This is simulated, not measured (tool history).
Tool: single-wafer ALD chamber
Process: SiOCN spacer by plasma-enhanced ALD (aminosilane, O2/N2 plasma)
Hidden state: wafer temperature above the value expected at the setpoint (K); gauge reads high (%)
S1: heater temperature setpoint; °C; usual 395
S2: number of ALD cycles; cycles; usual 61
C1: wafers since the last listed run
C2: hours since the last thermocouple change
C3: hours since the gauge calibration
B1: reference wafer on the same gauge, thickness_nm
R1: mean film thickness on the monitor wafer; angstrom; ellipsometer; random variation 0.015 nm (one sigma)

run 1 hour=0 | S1=395 S2=61 | C1=0 C2=1254.2 C3=689.2 | B1=3.789 | R1=35.58
run 2 hour=95.8 | S1=395 S2=61 | C1=417 C2=1350 C3=785 | B1=3.796 | R1=35.59
run 3 hour=259.4 | S1=395 S2=61 | C1=713 C2=1513.6 C3=948.6 | B1=3.804 | R1=35.67
run 4 hour=353.4 | S1=395 S2=61 | C1=409 C2=1607.6 C3=1042.6 | B1=3.809 | R1=35.48
run 5 hour=415.5 | S1=395 S2=61 | C1=270 C2=1669.7 C3=1104.7 | B1=3.812 | R1=35.64
run 6 hour=502.6 | S1=395 S2=61 | C1=379 C2=1756.8 C3=1191.8 | B1=3.816 | R1=35.7
run 7 hour=585.9 | S1=386 S2=61 | C1=363 C2=1840.1 C3=1275.1 | B1=3.821 | R1=36.17
run 8 hour=635.7 | S1=386 S2=61 | C1=217 C2=1889.9 C3=1324.9 | B1=3.823 | R1=35.93
run 9 hour=904.5 | S1=389 S2=52 | C1=1171 C2=2158.7 C3=1593.7 | B1=3.835 | R1=30.59
run 10 hour=1010.5 | S1=389 S2=52 | C1=462 C2=2264.7 C3=1699.7 | B1=3.845 | R1=30.65
run 11 hour=1048.4 | S1=395 S2=61 | C1=165 C2=2302.6 C3=1737.6 | B1=3.845 | R1=36.03
run 12 hour=1134.4 | S1=395 S2=61 | C1=374 C2=2388.6 C3=1823.6 | B1=3.854 | R1=35.89
-- hour=1159.6 thermocouple changed; heater temperature recalibrated
run 13 hour=1222.3 | S1=385 S2=61 | C1=348 C2=62.7 C3=1911.5 | B1=3.849 | R1=36.12
run 14 hour=1445.4 | S1=385 S2=61 | C1=972 C2=285.8 C3=2134.6 | B1=3.863 | R1=35.95
run 15 hour=1523.3 | S1=387 S2=52 | C1=339 C2=363.7 C3=2212.5 | B1=3.87 | R1=30.92
run 16 hour=1599.8 | S1=395 S2=61 | C1=333 C2=440.2 C3=2289 | B1=3.872 | R1=35.88
run 17 hour=1654.4 | S1=395 S2=61 | C1=238 C2=494.8 C3=2343.6 | B1=3.874 | R1=36.14
run 18 hour=1926.3 | S1=395 S2=61 | C1=1185 C2=766.7 C3=2615.5 | B1=3.889 | R1=36.64
run 19 hour=1985.2 | S1=403 S2=52 | C1=256 C2=825.6 C3=2674.4 | B1=3.895 | R1=31.01
run 20 hour=2032.9 | S1=395 S2=61 | C1=207 C2=873.3 C3=2722.1 | B1=3.895 | R1=36.66
run 21 hour=2099.3 | S1=395 S2=61 | C1=289 C2=939.7 C3=2788.5 | B1=3.9 | R1=36.7
run 22 hour=2154.6 | S1=384 S2=57 | C1=241 C2=995 C3=2843.8 | B1=3.901 | R1=34.1
run 23 hour=2213.1 | S1=385 S2=70 | C1=255 C2=1053.5 C3=2902.3 | B1=3.906 | R1=42.14
run 24 hour=2296 | S1=382 S2=61 | C1=361 C2=1136.4 C3=2985.2 | B1=3.917 | R1=36.75
run 25 hour=2399.6 | S1=403 S2=49 | C1=451 C2=1240 C3=3088.8 | B1=3.917 | R1=29.23
run 26 hour=2470 | S1=395 S2=61 | C1=306 C2=1310.4 C3=3159.2 | B1=3.914 | R1=36.89
-- hour=2535.3 gauge calibrated
run 27 hour=2536 | S1=395 S2=61 | C1=287 C2=1376.4 C3=0.7 | B1=3.729 | R1=34.71
run 28 hour=2602.3 | S1=395 S2=61 | C1=289 C2=1442.7 C3=67 | B1=3.735 | R1=34.95
run 29 hour=2701.2 | S1=410 S2=66 | C1=431 C2=1541.6 C3=165.9 | B1=3.741 | R1=36.59
run 30 hour=2742.4 | S1=395 S2=61 | C1=179 C2=1582.8 C3=207.1 | B1=3.74 | R1=35.15
run 31 hour=2840.2 | S1=380 S2=72 | C1=426 C2=1680.6 C3=304.9 | B1=3.745 | R1=41.29
run 32 hour=2896.7 | S1=391 S2=70 | C1=246 C2=1737.1 C3=361.4 | B1=3.749 | R1=40.28
run 33 hour=2933.3 | S1=395 S2=61 | C1=159 C2=1773.7 C3=398 | B1=3.749 | R1=34.96
run 34 hour=3030.1 | S1=395 S2=61 | C1=421 C2=1870.5 C3=494.8 | B1=3.756 | R1=34.91
run 35 hour=3123.4 | S1=400 S2=51 | C1=406 C2=1963.8 C3=588.1 | B1=3.765 | R1=29.33
run 36 hour=3179.5 | S1=399 S2=67 | C1=244 C2=2019.9 C3=644.2 | B1=3.766 | R1=38.53
-- hour=3321.9 thermocouple changed; heater temperature recalibrated
run 37 hour=3382.7 | S1=395 S2=61 | C1=850 C2=60.8 C3=847.4 | B1=3.773 | R1=35.7
run 38 hour=3477.5 | S1=386 S2=51 | C1=413 C2=155.6 C3=942.2 | B1=3.78 | R1=29.59
run 39 hour=3548.8 | S1=395 S2=50 | C1=310 C2=226.9 C3=1013.5 | B1=3.784 | R1=29.35

Forecast run 40:
run 40 hour=3612.4 | S1=402 S2=56 | C1=277 C2=290.5 C3=1077.1 | B1=? | R1=?

Run 40 gave B1 3.788, R1 32.69 angstrom.
Without the tool's hidden state the same run would have given R1 32.37 angstrom.

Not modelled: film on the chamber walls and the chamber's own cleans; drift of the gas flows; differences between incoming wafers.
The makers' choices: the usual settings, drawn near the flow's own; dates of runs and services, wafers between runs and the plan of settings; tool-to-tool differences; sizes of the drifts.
